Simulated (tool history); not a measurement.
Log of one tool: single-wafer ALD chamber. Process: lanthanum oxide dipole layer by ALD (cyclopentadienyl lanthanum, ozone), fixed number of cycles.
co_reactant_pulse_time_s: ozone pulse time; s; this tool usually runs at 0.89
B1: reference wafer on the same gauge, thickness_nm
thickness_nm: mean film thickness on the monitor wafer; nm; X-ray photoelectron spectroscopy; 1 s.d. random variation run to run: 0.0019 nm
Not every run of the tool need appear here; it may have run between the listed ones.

Run 1, hour 0: usual settings but co_reactant_pulse_time_s 1.1 s; B1 0.462. Result: thickness_nm 0.503 nm.
Run 2, hour 60.6: usual settings but co_reactant_pulse_time_s 1.1 s; B1 0.462. Result: thickness_nm 0.503 nm.
Run 3, hour 104.5: usual settings but co_reactant_pulse_time_s 1.1 s; B1 0.463. Result: thickness_nm 0.501 nm.
Run 4, hour 138.2: usual settings; B1 0.462. Result: thickness_nm 0.474 nm.
Run 5, hour 182.3: usual settings; B1 0.462. Result: thickness_nm 0.475 nm.
Run 6, hour 231: usual settings; B1 0.463. Result: thickness_nm 0.47 nm.
Run 7, hour 280.7: usual settings; B1 0.462. Result: thickness_nm 0.471 nm.
Run 8, hour 338.5: usual settings; B1 0.463. Result: thickness_nm 0.471 nm.
Run 9, hour 366.1: usual settings but co_reactant_pulse_time_s 1 s; B1 0.461. Result: thickness_nm 0.485 nm.
Run 10, hour 405.7: usual settings but co_reactant_pulse_time_s 1 s; B1 0.462. Result: thickness_nm 0.487 nm.
Run 11, hour 435.3: usual settings but co_reactant_pulse_time_s 1 s; B1 0.463. Result: thickness_nm 0.486 nm.
Run 12, hour 469.3: usual settings but co_reactant_pulse_time_s 0.64 s; B1 0.462. Result: thickness_nm 0.423 nm.
Run 13, hour 524.7: usual settings but co_reactant_pulse_time_s 0.98 s; B1 0.462. Result: thickness_nm 0.483 nm.
Run 14, hour 558.5: usual settings but co_reactant_pulse_time_s 0.74 s; B1 0.463. Result: thickness_nm 0.439 nm.
Run 15, hour 615.8: usual settings but co_reactant_pulse_time_s 1.15 s; B1 0.462. Result: thickness_nm 0.502 nm.
Run 16, hour 644.2: usual settings; B1 0.462. Result: thickness_nm 0.468 nm.
Run 17, hour 820.4: usual settings; B1 0.463. Result: thickness_nm 0.462 nm.
Run 18, hour 852.1: usual settings but co_reactant_pulse_time_s 1.17 s; B1 0.462. Result: thickness_nm 0.505 nm.
Run 19, hour 914.4: usual settings but co_reactant_pulse_time_s 1.2 s; B1 0.461. Result: thickness_nm 0.518 nm.
Run 20, hour 963.7: usual settings but co_reactant_pulse_time_s 0.74 s; B1 0.463. Result: thickness_nm 0.449 nm.
Run 21, hour 1028.9: usual settings but co_reactant_pulse_time_s 1.01 s; B1 0.461. Result: thickness_nm 0.491 nm.
Run 22, hour 1094.3: usual settings but co_reactant_pulse_time_s 1.13 s; B1 0.462. Result: thickness_nm 0.509 nm.
Run 23, hour 1122.8: usual settings; B1 0.462. Result: thickness_nm 0.475 nm.
Run 24, hour 1170.4: usual settings; B1 0.461. Result: thickness_nm 0.475 nm.
Run 25, hour 1225.9: usual settings but co_reactant_pulse_time_s 1.04 s; B1 0.462. Result: thickness_nm 0.494 nm.
Run 26, hour 1418.6: usual settings but co_reactant_pulse_time_s 0.77 s; B1 0.462. Result: thickness_nm 0.451 nm.
Run 27, hour 1454.4: usual settings but co_reactant_pulse_time_s 1.21 s; B1 0.462. Result: thickness_nm 0.511 nm.

Missing from the log above: 4 entries noted between runs. For each, name the pair of listed runs it sits between and say how the tool's hidden condition differs from the listed run just before to the listed run just after:
Logged between run 12 and run 13: showerhead replaced (hour 487); thermocouple changed; heater temperature recalibrated (hour 510.5)
  ozone dose above that of a generator just serviced (%): -9.04 -> -9.44
  measured less the result without the state, thickness_nm: -0.015 -> -0.012 nm
Logged between run 18 and run 19: gauge calibrated (hour 885.9); ozone generator serviced (hour 908)
  ozone dose above that of a generator just serviced (%): -11.9 -> -3.51
  measured less the result without the state, thickness_nm: -0.014 -> -0.003 nm

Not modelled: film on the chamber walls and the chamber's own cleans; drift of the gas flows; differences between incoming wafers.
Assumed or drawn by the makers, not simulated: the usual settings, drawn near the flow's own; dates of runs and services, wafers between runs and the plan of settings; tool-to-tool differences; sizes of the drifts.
